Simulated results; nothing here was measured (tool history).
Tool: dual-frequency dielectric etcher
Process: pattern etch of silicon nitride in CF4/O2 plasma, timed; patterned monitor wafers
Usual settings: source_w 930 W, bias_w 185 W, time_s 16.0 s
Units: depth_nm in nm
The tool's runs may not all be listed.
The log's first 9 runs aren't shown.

run     day  source_w  bias_w  time_s  read-back reference wafer on the same gauge, depth_nm  depth_nm
 10  40.733       930     185    16.0                                                   62.3      53.6
 11  42.354       930     166    16.0                                                   62.3      52.2
 12  43.862       930     185    19.5                                                   62.3      65.3
 13  48.117       930     185    19.5                                                   62.3      65.3
 14  51.646       930     185    17.0                                                   62.3      56.8
 15  55.875       930     197    16.0                                                   62.3      54.8
 16  58.217      1060     185    13.0                                                   62.3      48.1
     58.754  -- bias power generator calibrated
     60.288  -- wet clean of the chamber
 17  60.304      1050     185    16.0                                                   62.3      58.9
     61.971  -- gauge calibrated
 18  64.142       930     185    16.0                                                   62.3      53.6

Run 19 comes next. What will it give?
     64.854  -- source power generator calibrated
 19  67.400       930     185    20.0                                                      ?         ?

{"run 19": {"read-back reference wafer on the same gauge, depth_nm": 62.3, "depth_nm": 68.5}}
Without the tool's hidden state the same run would have given depth_nm 68.7 nm.
